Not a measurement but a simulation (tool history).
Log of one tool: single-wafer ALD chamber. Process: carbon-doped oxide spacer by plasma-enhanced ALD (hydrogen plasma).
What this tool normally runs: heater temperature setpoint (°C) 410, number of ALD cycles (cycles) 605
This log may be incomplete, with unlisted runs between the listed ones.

run   hour  heater temperature setpoint (°C)  number of ALD cycles (cycles)  wafers since the last listed run  hours since the last thermocouple change  hours since the gauge calibration  read-back reference wafer on the same gauge, thickness_nm  mean film thickness on the monitor wafer (Å)
  1      0                               400                            605                                 0                                    1861.3                               65.9                                                     32.595                                        282.23
  2   10.7                               420                            605                                 7                                      1872                               76.6                                                     32.635                                        267.25
  3   28.3                               420                            605                                11                                    1889.6                               94.2                                                     32.597                                        267.47
  4   62.5                               410                            605                                22                                    1923.8                              128.4                                                     32.617                                        276.17
  5   76.7                               410                            605                                 9                                      1938                              142.6                                                     32.604                                         274.4
  6   87.5                               410                            605                                 7                                    1948.8                              153.4                                                     32.614                                        275.72
  7    101                               403                            647                                 8                                    1962.3                              166.9                                                      32.58                                         299.7
  8  118.4                               403                            647                                11                                    1979.7                              184.3                                                     32.591                                        301.43
     123.5  -- gauge calibrated
  9  130.5                               410                            683                                 7                                    1991.8                                  7                                                     32.632                                           311
 10  138.2                               410                            541                                 5                                    1999.5                               14.7                                                     32.565                                        247.45
 11  150.2                               410                            541                                 7                                    2011.5                               26.7                                                     32.587                                        247.54
 12  166.1                               410                            511                                10                                    2027.4                               42.6                                                     32.607                                        233.13
 13    178                               396                            605                                 7                                    2039.3                               54.5                                                      32.61                                        284.68
 14  188.6                               410                            605                                 6                                    2049.9                               65.1                                                     32.611                                         276.6
     202.9  -- thermocouple changed; heater temperature recalibrated
 15  203.4                               410                            683                                 4                                       0.5                               79.9                                                     32.635                                        310.95
 16  210.7                               424                            510                                 4                                       7.8                               87.2                                                     32.615                                         223.4
 17  224.9                               405                            666                                 9                                        22                              101.4                                                     32.615                                        308.74
 18  241.4                               410                            541                                10                                      38.5                              117.9                                                     32.613                                         246.8
 19  258.5                               410                            605                                11                                      55.6                                135                                                     32.611                                        275.04
 20  273.3                               395                            640                                 9                                      70.4                              149.8                                                     32.587                                        301.79
 21  284.7                               403                            551                                 7                                      81.8                              161.2                                                     32.604                                        255.53
 22  297.5                               420                            573                                 8                                      94.6                                174                                                     32.593                                        253.91

5 ways to go on from here, each from the tool as it stands after run 22. What would each give?
  A  298.8                               410                            724                                 0                                      95.9                              175.3                                                          ?                                             ?
  B  298.8                               402                            680                                 0                                      95.9                              175.3                                                          ?                                             ?
  C  298.8                               410                            660                                 0                                      95.9                              175.3                                                          ?                                             ?
  D  298.8                               398                            526                                 0                                      95.9                              175.3                                                          ?                                             ?
  E  298.8                               420                            703                                 0                                      95.9                              175.3                                                          ?                                             ?

run  read-back reference wafer on the same gauge, thickness_nm  mean film thickness on the monitor wafer (Å)
  A                                                     32.606                                        328.74
  B                                                     32.606                                        315.49
  C                                                     32.606                                        299.68
  D                                                     32.606                                        246.22
  E                                                     32.606                                        310.52
Without the tool's hidden state the same runs would have given:
run  mean film thickness on the monitor wafer (Å)
  A                                        328.74
  B                                        315.49
  C                                        299.68
  D                                        246.22
  E                                        310.52

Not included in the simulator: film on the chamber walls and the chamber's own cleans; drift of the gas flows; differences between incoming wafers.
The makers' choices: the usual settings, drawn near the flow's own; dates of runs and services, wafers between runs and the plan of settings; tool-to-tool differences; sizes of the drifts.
